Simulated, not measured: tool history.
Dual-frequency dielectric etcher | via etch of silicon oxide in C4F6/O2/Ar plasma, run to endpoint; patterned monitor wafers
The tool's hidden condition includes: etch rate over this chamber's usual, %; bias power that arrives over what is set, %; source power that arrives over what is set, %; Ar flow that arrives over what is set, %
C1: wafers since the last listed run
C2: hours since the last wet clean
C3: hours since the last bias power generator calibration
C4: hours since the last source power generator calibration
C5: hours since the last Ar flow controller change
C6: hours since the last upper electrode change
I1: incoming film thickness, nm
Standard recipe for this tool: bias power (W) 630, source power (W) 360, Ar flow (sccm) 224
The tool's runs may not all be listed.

run 1 hour=0 | bias_power_(W)=630 source_power_(W)=360 Ar_flow_(sccm)=224 | C1=0 C2=6.6 C3=1417.6 C4=1650.5 C5=3449.6 C6=2884.7 | I1=110.9 | endpoint_time_(s)=23.5
run 2 hour=66.7 | bias_power_(W)=630 source_power_(W)=360 Ar_flow_(sccm)=224 | C1=562 C2=73.3 C3=1484.3 C4=1717.2 C5=3516.3 C6=2951.4 | I1=112.1 | endpoint_time_(s)=23.6
run 3 hour=99.3 | bias_power_(W)=630 source_power_(W)=360 Ar_flow_(sccm)=224 | C1=274 C2=105.9 C3=1516.9 C4=1749.8 C5=3548.9 C6=2984 | I1=110.7 | endpoint_time_(s)=23.6
run 4 hour=158.8 | bias_power_(W)=630 source_power_(W)=360 Ar_flow_(sccm)=224 | C1=501 C2=165.4 C3=1576.4 C4=1809.3 C5=3608.4 C6=3043.5 | I1=110.6 | endpoint_time_(s)=23.4
run 5 hour=204.8 | bias_power_(W)=630 source_power_(W)=360 Ar_flow_(sccm)=224 | C1=387 C2=211.4 C3=1622.4 C4=1855.3 C5=3654.4 C6=3089.5 | I1=110.8 | endpoint_time_(s)=23.2
run 6 hour=257.6 | bias_power_(W)=630 source_power_(W)=360 Ar_flow_(sccm)=224 | C1=445 C2=264.2 C3=1675.2 C4=1908.1 C5=3707.2 C6=3142.3 | I1=111.1 | endpoint_time_(s)=23.6
-- hour=297.5 Ar flow controller replaced
run 7 hour=317.6 | bias_power_(W)=630 source_power_(W)=360 Ar_flow_(sccm)=224 | C1=455 C2=324.2 C3=1735.2 C4=1968.1 C5=20.1 C6=3202.3 | I1=111.8 | endpoint_time_(s)=23.9
-- hour=342.2 source power generator calibrated
run 8 hour=342.7 | bias_power_(W)=630 source_power_(W)=360 Ar_flow_(sccm)=224 | C1=177 C2=349.3 C3=1760.3 C4=0.5 C5=45.2 C6=3227.4 | I1=111.4 | endpoint_time_(s)=23.6
run 9 hour=373.1 | bias_power_(W)=630 source_power_(W)=360 Ar_flow_(sccm)=224 | C1=256 C2=379.7 C3=1790.7 C4=30.9 C5=75.6 C6=3257.8 | I1=110.8 | endpoint_time_(s)=23.2
run 10 hour=422.6 | bias_power_(W)=630 source_power_(W)=360 Ar_flow_(sccm)=224 | C1=417 C2=429.2 C3=1840.2 C4=80.4 C5=125.1 C6=3307.3 | I1=111.2 | endpoint_time_(s)=23.7
-- hour=483.5 wet clean of the chamber
run 11 hour=484.5 | bias_power_(W)=630 source_power_(W)=360 Ar_flow_(sccm)=224 | C1=319 C2=1 C3=1902.1 C4=142.3 C5=187 C6=3369.2 | I1=110.8 | endpoint_time_(s)=23.5
run 12 hour=525.6 | bias_power_(W)=630 source_power_(W)=360 Ar_flow_(sccm)=224 | C1=346 C2=42.1 C3=1943.2 C4=183.4 C5=228.1 C6=3410.3 | I1=111.3 | endpoint_time_(s)=23.7
run 13 hour=583.6 | bias_power_(W)=630 source_power_(W)=360 Ar_flow_(sccm)=224 | C1=489 C2=100.1 C3=2001.2 C4=241.4 C5=286.1 C6=3468.3 | I1=110.8 | endpoint_time_(s)=23.6
-- hour=631.6 upper electrode replaced
run 14 hour=633.2 | bias_power_(W)=488 source_power_(W)=290 Ar_flow_(sccm)=194 | C1=215 C2=149.7 C3=2050.8 C4=291 C5=335.7 C6=1.6 | I1=112 | endpoint_time_(s)=28.2
run 15 hour=670 | bias_power_(W)=630 source_power_(W)=360 Ar_flow_(sccm)=180 | C1=310 C2=186.5 C3=2087.6 C4=327.8 C5=372.5 C6=38.4 | I1=111.7 | endpoint_time_(s)=23.4
-- hour=674.2 bias power generator calibrated
run 16 hour=711.8 | bias_power_(W)=630 source_power_(W)=360 Ar_flow_(sccm)=224 | C1=318 C2=228.3 C3=37.6 C4=369.6 C5=414.3 C6=80.2 | I1=112.6 | endpoint_time_(s)=24
run 17 hour=765.6 | bias_power_(W)=630 source_power_(W)=360 Ar_flow_(sccm)=224 | C1=453 C2=282.1 C3=91.4 C4=423.4 C5=468.1 C6=134 | I1=110.5 | endpoint_time_(s)=23.5
run 18 hour=793.3 | bias_power_(W)=485 source_power_(W)=360 Ar_flow_(sccm)=268 | C1=233 C2=309.8 C3=119.1 C4=451.1 C5=495.8 C6=161.7 | I1=112.7 | endpoint_time_(s)=27.4
run 19 hour=845.3 | bias_power_(W)=478 source_power_(W)=300 Ar_flow_(sccm)=193 | C1=438 C2=361.8 C3=171.1 C4=503.1 C5=547.8 C6=213.7 | I1=110.3 | endpoint_time_(s)=27.4
run 20 hour=871.1 | bias_power_(W)=755 source_power_(W)=360 Ar_flow_(sccm)=192 | C1=217 C2=387.6 C3=196.9 C4=528.9 C5=573.6 C6=239.5 | I1=111.3 | endpoint_time_(s)=21.3
run 21 hour=899.2 | bias_power_(W)=630 source_power_(W)=420 Ar_flow_(sccm)=251 | C1=236 C2=415.7 C3=225 C4=557 C5=601.7 C6=267.6 | I1=112.5 | endpoint_time_(s)=23
run 22 hour=958.6 | bias_power_(W)=588 source_power_(W)=290 Ar_flow_(sccm)=224 | C1=500 C2=475.1 C3=284.4 C4=616.4 C5=661.1 C6=327 | I1=112.6 | endpoint_time_(s)=26

Take each entry between the runs: how does the hidden state at the last listed run before it differ from the hidden state at the first listed run after it?
From run 6 to run 7: Ar flow controller replaced (hour 297.5)
  the hidden state is the same at both runs
From run 7 to run 8: source power generator calibrated (hour 342.2)
  the hidden state is the same at both runs
From run 10 to run 11: wet clean of the chamber (hour 483.5)
  the hidden state is the same at both runs
From run 13 to run 14: upper electrode replaced (hour 631.6)
  the hidden state is the same at both runs
From run 15 to run 16: bias power generator calibrated (hour 674.2)
  the hidden state is the same at both runs

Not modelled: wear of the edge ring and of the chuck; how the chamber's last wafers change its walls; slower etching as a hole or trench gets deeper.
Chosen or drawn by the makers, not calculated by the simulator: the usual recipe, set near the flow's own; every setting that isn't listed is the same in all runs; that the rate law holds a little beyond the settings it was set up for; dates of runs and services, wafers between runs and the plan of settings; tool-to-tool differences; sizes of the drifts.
